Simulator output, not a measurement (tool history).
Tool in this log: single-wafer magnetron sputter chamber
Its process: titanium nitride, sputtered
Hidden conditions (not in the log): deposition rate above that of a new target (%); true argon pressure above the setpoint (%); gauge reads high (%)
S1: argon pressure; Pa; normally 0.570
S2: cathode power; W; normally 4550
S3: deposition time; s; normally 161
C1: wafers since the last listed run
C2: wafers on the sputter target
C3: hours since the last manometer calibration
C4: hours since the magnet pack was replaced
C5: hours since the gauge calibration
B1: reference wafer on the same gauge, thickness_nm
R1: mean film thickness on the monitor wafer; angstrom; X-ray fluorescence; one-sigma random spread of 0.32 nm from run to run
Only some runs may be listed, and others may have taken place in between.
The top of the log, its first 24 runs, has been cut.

| run | hour | S1 | S2 | S3 | C1 | C2 | C3 | C4 | C5 | B1 | R1 |
|---|---|---|---|---|---|---|---|---|---|---|---|
| 25 | 1863.2 | 0.570 | 3500 | 176 | 484 | 7244 | 984.7 | 545.8 | 631.0 | 120.044 | 1227.74 |
| 26 | 1914.0 | 0.769 | 3700 | 161 | 449 | 7693 | 1035.5 | 596.6 | 681.8 | 120.014 | 1111.94 |
|  | 1933.5 | sputter target and shields replaced |
| 27 | 1987.5 | 0.681 | 3900 | 161 | 579 | 478 | 1109.0 | 670.1 | 755.3 | 120.001 | 1195.14 |
| 28 | 2027.8 | 0.570 | 4550 | 186 | 356 | 834 | 1149.3 | 710.4 | 795.6 | 119.965 | 1580.20 |
| 29 | 2109.2 | 0.467 | 4550 | 161 | 720 | 1554 | 1230.7 | 791.8 | 877.0 | 120.012 | 1393.18 |
| 30 | 2153.5 | 0.570 | 4550 | 161 | 392 | 1947 | 1275.0 | 836.1 | 921.3 | 119.954 | 1364.81 |
| 31 | 2390.1 | 0.570 | 4550 | 161 | 2093 | 4040 | 1511.6 | 1072.7 | 1157.9 | 120.012 | 1364.79 |
| 32 | 2471.3 | 0.419 | 4550 | 171 | 718 | 4759 | 1592.8 | 1153.9 | 1239.1 | 119.990 | 1499.62 |
| 33 | 2556.8 | 0.570 | 5300 | 130 | 756 | 5515 | 1678.3 | 1239.4 | 1324.6 | 119.968 | 1226.96 |
| 34 | 2624.4 | 0.790 | 3850 | 161 | 598 | 6114 | 1745.9 | 1307.0 | 1392.2 | 119.997 | 1143.02 |

4 options for the next run, each taken on its own from the tool as it stands now. Forecast them:
| A | 2624.8 | 0.645 | 4550 | 161 | 3 | 6117 | 1746.3 | 1307.4 | 1392.6 | ? | ? |
| B | 2624.8 | 0.394 | 4150 | 179 | 3 | 6117 | 1746.3 | 1307.4 | 1392.6 | ? | ? |
| C | 2624.8 | 0.570 | 4550 | 131 | 3 | 6117 | 1746.3 | 1307.4 | 1392.6 | ? | ? |
| D | 2624.8 | 0.380 | 5400 | 151 | 3 | 6117 | 1746.3 | 1307.4 | 1392.6 | ? | ? |

| run | B1 | R1 |
|---|---|---|
| A | 120.019 | 1332.87 |
| B | 120.019 | 1466.51 |
| C | 120.019 | 1103.02 |
| D | 120.019 | 1511.90 |
Take away the tool's hidden state, keep each run's random variation, and the runs would have read:
| run | R1 |
|---|---|
| A | 1343.88 |
| B | 1478.62 |
| C | 1112.12 |
| D | 1524.38 |
